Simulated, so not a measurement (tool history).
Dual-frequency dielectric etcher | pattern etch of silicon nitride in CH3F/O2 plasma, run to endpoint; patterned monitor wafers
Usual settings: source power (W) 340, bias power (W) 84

run,day,source power (W),bias power (W),"incoming incoming film thickness, nm",endpoint time (s)
1,0.000,340,84,91.5,105.4
2,0.712,340,84,92.0,107.9
3,1.604,340,84,91.5,107.4
4,2.625,340,84,90.6,106.3
5,4.933,340,84,91.2,107.5
6,6.212,340,84,91.9,108.3
7,7.275,340,84,91.8,108.5
# day 7.692: source power generator calibrated
8,8.125,340,84,92.1,110.3
# day 10.046: upper electrode replaced
9,10.067,340,84,91.5,109.1
# day 11.212: bias power generator calibrated
# day 11.746: wet clean of the chamber
10,11.767,340,84,92.6,106.4
11,11.783,340,96,90.8,96.1
12,12.083,420,64,92.2,115.2
13,12.975,420,65,91.8,114.0
14,13.492,340,84,91.3,104.3
15,14.467,270,103,91.6,100.9
16,15.183,310,89,91.9,106.5
17,16.221,310,98,91.4,99.6
18,17.229,260,84,92.5,118.6
19,17.800,340,84,91.3,106.7

5 ways to go on from here, each from the tool as it stands after run 19. What would each give?
A,17.821,340,84,90.3,?
B,17.821,310,99,90.3,?
C,17.821,270,70,90.3,?
D,17.821,270,95,90.3,?
E,17.821,420,103,90.3,?

run,endpoint time (s)
A,105.9
B,99.4
C,128.2
D,106.7
E,87.6
Without the tool's hidden state the same runs would have given:
run,endpoint time (s)
A,103.6
B,97.3
C,125.5
D,104.5
E,85.7
